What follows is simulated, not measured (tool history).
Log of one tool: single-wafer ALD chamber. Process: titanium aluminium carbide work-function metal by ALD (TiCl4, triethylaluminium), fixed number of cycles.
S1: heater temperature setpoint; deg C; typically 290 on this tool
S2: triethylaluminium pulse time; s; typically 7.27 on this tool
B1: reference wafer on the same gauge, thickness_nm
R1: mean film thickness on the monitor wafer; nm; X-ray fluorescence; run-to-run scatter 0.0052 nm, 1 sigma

Run 1, day 0.000: usual settings; B1 1.548. Result: R1 1.755 nm.
Run 2, day 1.175: usual settings; B1 1.551. Result: R1 1.764 nm.
Run 3, day 2.412: usual settings; B1 1.551. Result: R1 1.774 nm.
Run 4, day 3.408: usual settings; B1 1.555. Result: R1 1.766 nm.
Run 5, day 4.758: usual settings; B1 1.555. Result: R1 1.774 nm.
Run 6, day 5.354: usual settings; B1 1.558. Result: R1 1.780 nm.
Run 7, day 6.583: usual settings; B1 1.558. Result: R1 1.776 nm.
Run 8, day 7.612: usual settings; B1 1.561. Result: R1 1.774 nm.
Run 9, day 8.162: usual settings; B1 1.562. Result: R1 1.786 nm.
Run 10, day 9.283: usual settings; B1 1.561. Result: R1 1.785 nm.
Run 11, day 10.417: usual settings; B1 1.562. Result: R1 1.777 nm.
Run 12, day 11.646: usual settings but S1 278 deg C; B1 1.566. Result: R1 1.694 nm.
At day 14.075: gauge calibrated.
At day 14.788: triethylaluminium bottle replaced.
Run 13, day 15.504: usual settings but S1 296 deg C, S2 5.97 s; B1 1.533. Result: R1 1.699 nm.
Run 14, day 16.150: usual settings but S1 296 deg C, S2 5.97 s; B1 1.533. Result: R1 1.699 nm.
Run 15, day 17.458: usual settings; B1 1.534. Result: R1 1.749 nm.
At day 18.508: showerhead replaced.
Run 16, day 18.708: usual settings but S2 9.25 s; B1 1.535. Result: R1 1.820 nm.
Run 17, day 19.571: usual settings but S1 276 deg C, S2 4.57 s; B1 1.537. Result: R1 1.452 nm.
Run 18, day 20.925: usual settings; B1 1.538. Result: R1 1.742 nm.
At day 22.117: thermocouple changed; heater temperature recalibrated.
Run 19, day 22.138: usual settings but S2 6.40 s; B1 1.540. Result: R1 1.694 nm.
Run 20, day 22.625: usual settings; B1 1.540. Result: R1 1.751 nm.
Run 21, day 23.292: usual settings but S1 297 deg C, S2 5.01 s; B1 1.540. Result: R1 1.634 nm.
Run 22, day 24.488: usual settings but S1 302 deg C; B1 1.542. Result: R1 1.833 nm.
Run 23, day 25.275: usual settings but S2 5.55 s; B1 1.546. Result: R1 1.636 nm.
Run 24, day 26.729: usual settings but S1 303 deg C; B1 1.545. Result: R1 1.849 nm.
Run 25, day 27.671: usual settings but S1 295 deg C, S2 9.16 s; B1 1.548. Result: R1 1.864 nm.
Run 26, day 28.596: usual settings but S1 286 deg C; B1 1.550. Result: R1 1.734 nm.
Run 27, day 29.983: usual settings but S1 280 deg C, S2 5.85 s; B1 1.554. Result: R1 1.614 nm.
Run 28, day 31.125: usual settings but S2 8.62 s; B1 1.554. Result: R1 1.830 nm.
Run 29, day 31.771: usual settings; B1 1.557. Result: R1 1.768 nm.
Run 30, day 33.054: usual settings but S2 5.01 s; B1 1.556. Result: R1 1.612 nm.
Run 31, day 34.088: usual settings; B1 1.558. Result: R1 1.766 nm.
Run 32, day 35.475: usual settings but S1 283 deg C, S2 8.18 s; B1 1.562. Result: R1 1.762 nm.
Run 33, day 36.221: usual settings but S1 285 deg C, S2 8.68 s; B1 1.562. Result: R1 1.798 nm.

Consider 4 possible next runs. They are alternatives, not a sequence: every one starts from the tool as it was left by run 33. What does each give?
Run A, day 36.238: usual settings but S2 5.34 s; B1 ?. Result: R1 ?.
Run B, day 36.238: usual settings but S1 298 deg C, S2 4.44 s; B1 ?. Result: R1 ?.
Run C, day 36.238: usual settings but S1 282 deg C, S2 5.86 s; B1 ?. Result: R1 ?.
Run D, day 36.238: usual settings but S2 4.97 s; B1 ?. Result: R1 ?.

run     B1     R1
  A  1.560  1.641
  B  1.560  1.594
  C  1.560  1.632
  D  1.560  1.604
Had the tool no hidden state, the same runs would have come out as:
run     R1
  A  1.608
  B  1.561
  C  1.599
  D  1.572
